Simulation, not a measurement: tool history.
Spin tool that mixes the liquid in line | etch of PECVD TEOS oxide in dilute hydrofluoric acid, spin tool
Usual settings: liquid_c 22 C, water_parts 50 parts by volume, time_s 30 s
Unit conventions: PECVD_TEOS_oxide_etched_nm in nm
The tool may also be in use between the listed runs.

run    hour  liquid_c  water_parts  time_s  wafers since the last listed run  hours since the thermometer was replaced  hours since the hydrofluoric acid flow meter was replaced  hours since the gauge calibration  read-back film thickness of the PECVD TEOS oxide reference wafer, read on the same gauge (nm)  PECVD_TEOS_oxide_etched_nm
  1       0        20           50      30                                 0                                      78.2                                                       16.1                             2776.1                                                                                         129.99                       10.61
  2   246.4        22           35      40                              2366                                     324.6                                                      262.5                             3022.5                                                                                         130.03                       22.43
  3   283.2        22           35      40                               353                                     361.4                                                      299.3                             3059.3                                                                                         130.02                       23.07
      314.4  -- gauge calibrated
  4   388.3        22           50      30                              1009                                     466.5                                                      404.4                               73.9                                                                                            130                       11.69
  5   499.1        22           50      30                              1063                                     577.3                                                      515.2                              184.7                                                                                         129.99                       11.64
  6   575.8        22           50      30                               736                                       654                                                      591.9                              261.4                                                                                         130.02                       11.63
      614.4  -- thermometer replaced
  7   627.7        22           50      30                               488                                      13.3                                                      643.8                              313.3                                                                                         129.99                       11.31
  8   724.9        22           50      30                               933                                     110.5                                                        741                              410.5                                                                                         129.99                       11.26
  9   822.1        22           50      30                               933                                     207.7                                                      838.2                              507.7                                                                                         130.02                       11.33
 10   874.1        22           50      30                               499                                     259.7                                                      890.2                              559.7                                                                                         130.01                        11.4
 11   994.6      26.5           50      20                              1157                                     380.2                                                     1010.7                              680.2                                                                                            130                        9.06
 12  1095.3        22           45      40                               966                                     480.9                                                     1111.4                              780.9                                                                                         129.99                       16.78
 13  1135.8        22           50      40                               388                                     521.4                                                     1151.9                              821.4                                                                                         130.02                       15.08
     1256.9  -- hydrofluoric acid flow meter replaced
 14  1282.4      18.5           50      15                              1398                                       668                                                       25.5                                968                                                                                         129.98                        5.17
 15  1362.9        22           50      30                               773                                     748.5                                                        106                             1048.5                                                                                         130.04                       11.77
     1372.9  -- thermometer replaced
 16  1463.1        20           70      45                               952                                      90.2                                                      206.2                             1148.7                                                                                         129.99                       10.85
 17  1562.2        22           50      30                               951                                     189.3                                                      305.3                             1247.8                                                                                         129.98                        11.4
 18  1666.5        22           50      30                              1001                                     293.6                                                      409.6                             1352.1                                                                                         129.99                       11.47
 19  1744.9        20           30      50                               752                                       372                                                        488                             1430.5                                                                                         130.02                       30.26
 20  1797.3        22           50      30                               503                                     424.4                                                      540.4                             1482.9                                                                                         129.99                       11.42
 21  1900.8      18.5           75      15                               993                                     527.9                                                      643.9                             1586.4                                                                                         129.99                        3.23
 22  1971.7        22           50      30                               680                                     598.8                                                      714.8                             1657.3                                                                                         130.03                       11.62
 23  2073.7        26           50      30                               979                                     700.8                                                      816.8                             1759.3                                                                                         129.98                       13.62
 24  2161.8        22           50      15                               845                                     788.9                                                      904.9                             1847.4                                                                                         130.01                         5.8
       2215  -- thermometer replaced
 25  2251.9        19           50      30                               855                                      36.9                                                        995                             1937.5                                                                                         130.01                        9.58
 26  2325.8      18.5           50      15                               709                                     110.8                                                     1068.9                             2011.4                                                                                         129.99                        4.78
 27  2382.8      17.5           65      15                               547                                     167.8                                                     1125.9                             2068.4                                                                                            130                        3.44
 28  2474.6        22           50      30                               881                                     259.6                                                     1217.7                             2160.2                                                                                            130                       10.94
     2539.1  -- hydrofluoric acid flow meter replaced
 29  2562.3      24.5           50      30                               832                                     347.3                                                       23.2                             2247.9                                                                                            130                       13.13
 30  2630.4        22           70      30                               653                                     415.4                                                       91.3                               2316                                                                                         130.02                        8.17
 31  2807.9      19.5           50      30                              1704                                     592.9                                                      268.8                             2493.5                                                                                         129.98                       10.77
 32  2898.4        22           50      30                               869                                     683.4                                                      359.3                               2584                                                                                         129.99                       11.56
     2964.9  -- thermometer replaced
 33  2978.2      23.5           50      30                               756                                      13.3                                                      439.1                             2663.8                                                                                         129.99                       12.23

Table of differences, measured result less the result of that run with no hidden state. Run-to-run variation is the same in both. Gauge scatter possibly is not:
Hidden conditions of the tool in this case: liquid hotter than its thermometer reads (K); hydrofluoric acid flow below the setpoint (%); gauge reads high (%).
run  PECVD_TEOS_oxide_etched_nm
  1                       +0.01
  2                       +0.05
  3                       +0.05
  4                       +0.02
  5                       +0.02
  6                       +0.02
  7                       -0.37
  8                       -0.37
  9                       -0.37
 10                       -0.37
 11                        -0.3
 12                       -0.55
 13                        -0.5
 14                        +0.1
 15                       +0.22
 16                       -0.15
 17                       -0.15
 18                       -0.15
 19                       -0.36
 20                       -0.15
 21                       -0.04
 22                       -0.16
 23                        -0.2
 24                       -0.08
 25                       -0.57
 26                       -0.28
 27                        -0.2
 28                       -0.65
 29                       +0.14
 30                       +0.09
 31                       +0.13
 32                       +0.13
 33                       -0.28

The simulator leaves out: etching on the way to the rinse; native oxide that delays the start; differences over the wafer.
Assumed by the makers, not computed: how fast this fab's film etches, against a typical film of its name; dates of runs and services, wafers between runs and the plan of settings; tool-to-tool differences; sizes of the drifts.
